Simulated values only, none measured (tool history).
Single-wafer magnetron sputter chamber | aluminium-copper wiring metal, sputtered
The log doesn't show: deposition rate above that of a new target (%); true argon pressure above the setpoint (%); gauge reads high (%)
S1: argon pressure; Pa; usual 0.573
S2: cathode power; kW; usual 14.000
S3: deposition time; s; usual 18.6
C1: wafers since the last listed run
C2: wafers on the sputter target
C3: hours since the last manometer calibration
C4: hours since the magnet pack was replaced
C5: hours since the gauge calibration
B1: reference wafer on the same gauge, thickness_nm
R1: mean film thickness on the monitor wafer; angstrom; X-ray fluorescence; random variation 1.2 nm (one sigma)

run 1 hour=0.0 | S1=0.573 S2=14.000 S3=16.4 | C1=0 C2=152 C3=2667.2 C4=7176.4 C5=631.1 | B1=512.806 | R1=3894.81
run 2 hour=34.7 | S1=0.573 S2=14.000 S3=16.4 | C1=655 C2=808 C3=2701.9 C4=7211.1 C5=665.8 | B1=513.295 | R1=3886.57
run 3 hour=54.2 | S1=0.573 S2=14.000 S3=16.4 | C1=368 C2=1177 C3=2721.4 C4=7230.6 C5=685.3 | B1=512.988 | R1=3889.39
run 4 hour=70.4 | S1=0.573 S2=12.400 S3=18.6 | C1=306 C2=1483 C3=2737.6 C4=7246.8 C5=701.5 | B1=513.008 | R1=4021.13
run 5 hour=125.3 | S1=0.573 S2=12.400 S3=18.6 | C1=1037 C2=2520 C3=2792.5 C4=7301.7 C5=756.4 | B1=513.078 | R1=4013.78
run 6 hour=145.8 | S1=0.573 S2=11.750 S3=18.6 | C1=387 C2=2908 C3=2813.0 C4=7322.2 C5=776.9 | B1=513.065 | R1=3868.35
run 7 hour=176.8 | S1=0.573 S2=15.600 S3=18.6 | C1=585 C2=3494 C3=2844.0 C4=7353.2 C5=807.9 | B1=513.252 | R1=4801.69
run 8 hour=207.2 | S1=0.573 S2=15.600 S3=18.6 | C1=574 C2=4068 C3=2874.4 C4=7383.6 C5=838.3 | B1=512.653 | R1=4803.85
-- hour=237.1 sputter target and shields replaced
run 9 hour=240.3 | S1=0.573 S2=15.600 S3=18.6 | C1=474 C2=60 C3=2907.5 C4=7416.7 C5=871.4 | B1=512.959 | R1=4799.31
-- hour=269.4 magnet pack replaced
run 10 hour=271.4 | S1=0.495 S2=11.650 S3=18.6 | C1=436 C2=497 C3=2938.6 C4=2.0 C5=902.5 | B1=512.792 | R1=4071.70
run 11 hour=299.2 | S1=0.495 S2=11.650 S3=18.6 | C1=525 C2=1022 C3=2966.4 C4=29.8 C5=930.3 | B1=513.266 | R1=4089.92
-- hour=312.2 capacitance manometer re-zeroed and calibrated
run 12 hour=326.9 | S1=0.573 S2=14.800 S3=19.7 | C1=372 C2=1395 C3=14.7 C4=57.5 C5=958.0 | B1=512.618 | R1=4859.91
-- hour=354.9 gauge calibrated
run 13 hour=360.2 | S1=0.573 S2=14.800 S3=19.7 | C1=629 C2=2024 C3=48.0 C4=90.8 C5=5.3 | B1=512.756 | R1=4844.18
run 14 hour=379.8 | S1=0.573 S2=14.000 S3=18.6 | C1=370 C2=2395 C3=67.6 C4=110.4 C5=24.9 | B1=513.022 | R1=4403.53
-- hour=462.7 sputter target and shields replaced
run 15 hour=474.6 | S1=0.573 S2=14.000 S3=18.6 | C1=1640 C2=225 C3=162.4 C4=205.2 C5=119.7 | B1=512.284 | R1=4386.70
run 16 hour=497.3 | S1=0.707 S2=17.400 S3=20.2 | C1=429 C2=654 C3=185.1 C4=227.9 C5=142.4 | B1=512.592 | R1=5141.81
run 17 hour=528.1 | S1=0.573 S2=14.800 S3=19.7 | C1=582 C2=1236 C3=215.9 C4=258.7 C5=173.2 | B1=512.705 | R1=4863.08
run 18 hour=548.7 | S1=0.573 S2=14.000 S3=21.1 | C1=389 C2=1625 C3=236.5 C4=279.3 C5=193.8 | B1=513.075 | R1=4994.21
run 19 hour=572.6 | S1=0.655 S2=10.950 S3=21.2 | C1=451 C2=2077 C3=260.4 C4=303.2 C5=217.7 | B1=512.347 | R1=3927.61
run 20 hour=590.7 | S1=0.573 S2=14.000 S3=18.6 | C1=342 C2=2419 C3=278.5 C4=321.3 C5=235.8 | B1=512.770 | R1=4406.95
run 21 hour=621.7 | S1=0.451 S2=12.000 S3=16.6 | C1=585 C2=3005 C3=309.5 C4=352.3 C5=266.8 | B1=513.009 | R1=3846.61
run 22 hour=634.7 | S1=0.573 S2=15.750 S3=20.0 | C1=245 C2=3251 C3=322.5 C4=365.3 C5=279.8 | B1=513.394 | R1=5196.20
-- hour=659.3 sputter target and shields replaced
run 23 hour=664.0 | S1=0.472 S2=14.000 S3=18.6 | C1=402 C2=88 C3=351.8 C4=394.6 C5=309.1 | B1=512.545 | R1=4772.23
run 24 hour=690.3 | S1=0.573 S2=14.000 S3=18.6 | C1=497 C2=585 C3=378.1 C4=420.9 C5=335.4 | B1=513.270 | R1=4424.97
run 25 hour=722.9 | S1=0.573 S2=15.600 S3=18.6 | C1=616 C2=1201 C3=410.7 C4=453.5 C5=368.0 | B1=513.216 | R1=4792.25
run 26 hour=750.3 | S1=0.573 S2=16.400 S3=17.1 | C1=517 C2=1719 C3=438.1 C4=480.9 C5=395.4 | B1=513.262 | R1=4567.44
run 27 hour=778.0 | S1=0.780 S2=11.000 S3=18.6 | C1=523 C2=2242 C3=465.8 C4=508.6 C5=423.1 | B1=512.941 | R1=3160.38
run 28 hour=800.8 | S1=0.714 S2=14.000 S3=20.7 | C1=430 C2=2673 C3=488.6 C4=531.4 C5=445.9 | B1=512.882 | R1=4430.01
run 29 hour=816.6 | S1=0.573 S2=16.200 S3=16.7 | C1=298 C2=2972 C3=504.4 C4=547.2 C5=461.7 | B1=512.971 | R1=4416.47
run 30 hour=835.5 | S1=0.489 S2=11.350 S3=18.6 | C1=357 C2=3329 C3=523.3 C4=566.1 C5=480.6 | B1=513.097 | R1=4014.98
-- hour=867.3 sputter target and shields replaced
run 31 hour=867.8 | S1=0.386 S2=16.700 S3=20.7 | C1=459 C2=10 C3=555.6 C4=598.4 C5=512.9 | B1=512.891 | R1=6523.85
run 32 hour=888.5 | S1=0.573 S2=14.000 S3=19.6 | C1=391 C2=401 C3=576.3 C4=619.1 C5=533.6 | B1=512.671 | R1=4643.01
run 33 hour=905.1 | S1=0.573 S2=14.000 S3=18.6 | C1=313 C2=715 C3=592.9 C4=635.7 C5=550.2 | B1=512.937 | R1=4418.86
run 34 hour=938.3 | S1=0.655 S2=16.950 S3=20.6 | C1=627 C2=1342 C3=626.1 C4=668.9 C5=583.4 | B1=513.318 | R1=5318.34
run 35 hour=958.7 | S1=0.791 S2=17.300 S3=16.2 | C1=385 C2=1728 C3=646.5 C4=689.3 C5=603.8 | B1=513.300 | R1=3860.71
run 36 hour=976.9 | S1=0.710 S2=14.000 S3=18.6 | C1=343 C2=2072 C3=664.7 C4=707.5 C5=622.0 | B1=512.819 | R1=3970.88

How the hidden state differs across the entries between the runs, from the last listed run before each to the first after it:
Between runs 8 and 9: sputter target and shields replaced (hour 237.1)
  no hidden state differs between the two runs
Between runs 9 and 10: magnet pack replaced (hour 269.4)
  no hidden state differs between the two runs
Between runs 11 and 12: capacitance manometer re-zeroed and calibrated (hour 312.2)
  no hidden state differs between the two runs
Between runs 12 and 13: gauge calibrated (hour 354.9)
  no hidden state differs between the two runs
Between runs 14 and 15: sputter target and shields replaced (hour 462.7)
  no hidden state differs between the two runs
Between runs 22 and 23: sputter target and shields replaced (hour 659.3)
  no hidden state differs between the two runs
Between runs 30 and 31: sputter target and shields replaced (hour 867.3)
  no hidden state differs between the two runs

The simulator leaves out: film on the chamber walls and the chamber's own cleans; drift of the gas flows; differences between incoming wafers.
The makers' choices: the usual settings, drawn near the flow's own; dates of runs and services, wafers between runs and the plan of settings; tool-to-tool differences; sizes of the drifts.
